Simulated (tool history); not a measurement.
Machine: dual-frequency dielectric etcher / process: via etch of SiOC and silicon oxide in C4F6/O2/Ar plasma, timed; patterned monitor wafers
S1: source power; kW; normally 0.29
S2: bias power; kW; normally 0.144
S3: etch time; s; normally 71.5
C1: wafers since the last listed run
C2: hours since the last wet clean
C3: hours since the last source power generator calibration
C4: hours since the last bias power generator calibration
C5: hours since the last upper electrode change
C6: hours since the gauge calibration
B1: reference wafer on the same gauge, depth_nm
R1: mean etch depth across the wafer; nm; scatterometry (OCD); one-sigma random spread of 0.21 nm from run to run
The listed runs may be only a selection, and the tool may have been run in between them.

run	hour	S1	S2	S3	C1	C2	C3	C4	C5	C6	B1	R1
1	0	0.29	0.144	71.5	0	483.4	3262.5	2893.1	2409.3	75.4	67.4	59.5
2	8.1	0.29	0.144	71.5	90	491.5	3270.6	2901.2	2417.4	83.5	67.4	59.4
3	18.2	0.29	0.144	71.5	112	501.6	3280.7	2911.3	2427.5	93.6	67.4	59.2
4	29.7	0.29	0.144	71.5	128	513.1	3292.2	2922.8	2439	105.1	67.3	59
5	46.9	0.29	0.128	71.5	191	530.3	3309.4	2940	2456.2	122.3	67.4	55.9
# hour 54: source power generator calibrated
6	64.8	0.29	0.128	71.5	155	548.2	10.8	2957.9	2474.1	140.2	67.4	56.2
7	73.2	0.29	0.144	71.5	93	556.6	19.2	2966.3	2482.5	148.6	67.3	58.8
8	80.6	0.29	0.144	71.5	82	564	26.6	2973.7	2489.9	156	67.4	58.9
# hour 107.1: wet clean of the chamber
# hour 111.9: upper electrode replaced
# hour 112.9: gauge calibrated
# hour 115.2: bias power generator calibrated
9	115.7	0.34	0.144	84.5	33	8.6	61.7	0.5	3.8	2.8	67.5	78.4
10	116	0.29	0.144	71.5	3	8.9	62	0.8	4.1	3.1	67.4	62.6
11	116.3	0.31	0.125	60	3	9.2	62.3	1.1	4.4	3.4	67.3	50.4
12	130.8	0.29	0.177	62.5	161	23.7	76.8	15.6	18.9	17.9	67.4	59.9
13	137.2	0.26	0.155	56	71	30.1	83.2	22	25.3	24.3	67.3	48.1
14	144.9	0.35	0.155	88.5	85	37.8	90.9	29.7	33	32	67.4	86
15	154.4	0.35	0.155	88.5	105	47.3	100.4	39.2	42.5	41.5	67.5	86.1
16	167.6	0.29	0.144	71.5	147	60.5	113.6	52.4	55.7	54.7	67.4	61.9
17	178.6	0.26	0.161	58	122	71.5	124.6	63.4	66.7	65.7	67.4	50.7

3 ways to go on from here, each from the tool as it stands after run 17. What would each give?
A	179	0.29	0.144	71.5	4	71.9	125	63.8	67.1	66.1	?	?
B	179	0.29	0.133	85	4	71.9	125	63.8	67.1	66.1	?	?
C	179	0.29	0.153	71.5	4	71.9	125	63.8	67.1	66.1	?	?

run	B1	R1
A	67.3	61.9
B	67.3	71
C	67.3	63.5
Had the tool no hidden state, the same runs would have come out as:
run	R1
A	62.1
B	71.2
C	63.7

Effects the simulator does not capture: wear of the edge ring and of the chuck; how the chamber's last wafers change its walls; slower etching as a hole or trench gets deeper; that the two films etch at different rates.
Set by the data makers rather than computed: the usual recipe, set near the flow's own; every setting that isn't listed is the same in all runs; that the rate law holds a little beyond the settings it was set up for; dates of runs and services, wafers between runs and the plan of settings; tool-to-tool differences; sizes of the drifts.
